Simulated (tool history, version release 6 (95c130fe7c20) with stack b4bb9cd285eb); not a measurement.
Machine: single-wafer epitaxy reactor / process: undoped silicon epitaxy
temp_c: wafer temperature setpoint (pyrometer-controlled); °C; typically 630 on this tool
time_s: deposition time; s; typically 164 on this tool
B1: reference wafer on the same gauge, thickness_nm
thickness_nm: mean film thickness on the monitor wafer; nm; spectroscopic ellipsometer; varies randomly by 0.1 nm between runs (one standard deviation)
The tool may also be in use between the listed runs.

{"run": 1, "hour": 0.0, "temp_c": 630, "time_s": 175, "B1": 20.715, "thickness_nm": 17.318}
{"run": 2, "hour": 27.6, "temp_c": 630, "time_s": 175, "B1": 20.693, "thickness_nm": 17.339}
{"run": 3, "hour": 57.7, "temp_c": 630, "time_s": 175, "B1": 20.662, "thickness_nm": 17.159}
{"run": 4, "hour": 88.7, "temp_c": 630, "time_s": 164, "B1": 20.719, "thickness_nm": 16.141}
{"run": 5, "hour": 111.0, "temp_c": 630, "time_s": 164, "B1": 20.73, "thickness_nm": 15.959}
{"run": 6, "hour": 126.8, "temp_c": 630, "time_s": 164, "B1": 20.672, "thickness_nm": 16.045}
{"hour": 179.3, "done": "pyrometer calibrated"}
{"hour": 192.1, "done": "gauge calibrated"}
{"run": 7, "hour": 206.6, "temp_c": 630, "time_s": 164, "B1": 20.683, "thickness_nm": 17.585}
{"run": 8, "hour": 266.3, "temp_c": 630, "time_s": 164, "B1": 20.711, "thickness_nm": 17.648}
{"run": 9, "hour": 292.9, "temp_c": 630, "time_s": 164, "B1": 20.679, "thickness_nm": 17.803}
{"run": 10, "hour": 317.4, "temp_c": 630, "time_s": 176, "B1": 20.698, "thickness_nm": 19.021}
{"run": 11, "hour": 348.2, "temp_c": 621, "time_s": 164, "B1": 20.7, "thickness_nm": 14.289}
{"run": 12, "hour": 365.2, "temp_c": 630, "time_s": 164, "B1": 20.688, "thickness_nm": 17.766}
{"run": 13, "hour": 379.5, "temp_c": 630, "time_s": 179, "B1": 20.714, "thickness_nm": 19.387}
{"run": 14, "hour": 397.6, "temp_c": 623, "time_s": 197, "B1": 20.709, "thickness_nm": 17.994}
{"run": 15, "hour": 413.7, "temp_c": 640, "time_s": 164, "B1": 20.684, "thickness_nm": 22.366}

For run 16, what comes out?
{"run": 16, "hour": 431.1, "temp_c": 618, "time_s": 173, "B1": "?", "thickness_nm": "?"}

Run 16 yielded B1 20.702, thickness_nm 14.217 nm.
Were there no unlogged condition in the tool, this run, its random variation unchanged, would have produced thickness_nm 14.163 nm.
